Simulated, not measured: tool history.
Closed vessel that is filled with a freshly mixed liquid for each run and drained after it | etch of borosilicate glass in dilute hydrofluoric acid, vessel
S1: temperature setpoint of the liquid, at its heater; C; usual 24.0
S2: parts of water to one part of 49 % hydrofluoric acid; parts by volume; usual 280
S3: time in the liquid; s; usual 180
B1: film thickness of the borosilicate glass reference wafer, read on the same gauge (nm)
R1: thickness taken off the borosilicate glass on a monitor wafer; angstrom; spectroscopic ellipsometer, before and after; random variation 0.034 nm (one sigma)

run,hour,S1,S2,S3,B1,R1
1,0.0,26.0,280,180,40.00,122.2
2,105.1,26.0,280,180,40.00,122.1
3,201.7,26.0,280,180,40.01,122.7
4,239.8,24.0,360,95,40.03,43.4
5,309.6,24.0,360,95,40.00,43.4
6,405.7,24.0,360,95,39.98,43.7
7,481.2,27.0,315,180,40.01,108.7
8,583.4,27.0,315,180,40.03,109.1
# hour 618.0: thermometer replaced
9,648.3,27.0,315,180,40.01,106.0
10,741.7,24.0,220,180,39.97,151.2
11,866.5,24.0,280,180,39.99,112.1
12,960.2,26.5,280,240,40.00,163.2
13,1028.6,21.0,325,145,39.97,67.1
14,1118.1,24.0,280,180,39.98,113.0
# hour 1122.1: hydrofluoric acid flow meter replaced
15,1171.6,22.5,245,95,40.02,66.4
16,1264.6,24.0,280,180,40.02,112.4
17,1319.6,22.0,175,130,39.98,134.4
# hour 1353.5: gauge calibrated
18,1383.3,24.0,280,180,40.00,112.4
19,1419.9,28.5,400,265,39.99,119.7
20,1496.8,19.5,340,130,40.03,54.1
21,1604.4,24.0,280,180,40.02,113.1
22,1671.1,28.5,280,180,39.99,132.2
23,1732.5,22.5,280,260,39.99,154.5
24,1792.6,28.5,280,180,39.97,131.7
25,1844.2,24.0,280,75,40.01,47.4
26,1915.6,26.0,280,180,40.00,122.1
27,1976.8,24.0,145,125,39.99,176.0
28,2080.2,24.0,280,180,40.02,113.5
29,2184.9,28.0,280,230,40.02,167.8
30,2385.9,24.0,280,180,40.00,114.0
31,2431.0,26.5,410,75,40.01,31.1
32,2475.9,19.5,195,230,40.02,193.5

5 ways to go on from here, each from the tool as it stands after run 32. What would each give?
A,2476.6,24.0,140,180,?,?
B,2476.6,21.0,380,140,?,?
C,2476.6,24.0,365,150,?,?
D,2476.6,20.5,340,105,?,?
E,2476.6,24.0,280,280,?,?

run,B1,R1
A,40.02,265.7
B,40.02,53.7
C,40.02,67.2
D,40.02,45.8
E,40.02,177.5
Without the tool's hidden state the same runs would have given:
run,R1
A,258.3
B,52.4
C,65.6
D,44.6
E,173.0
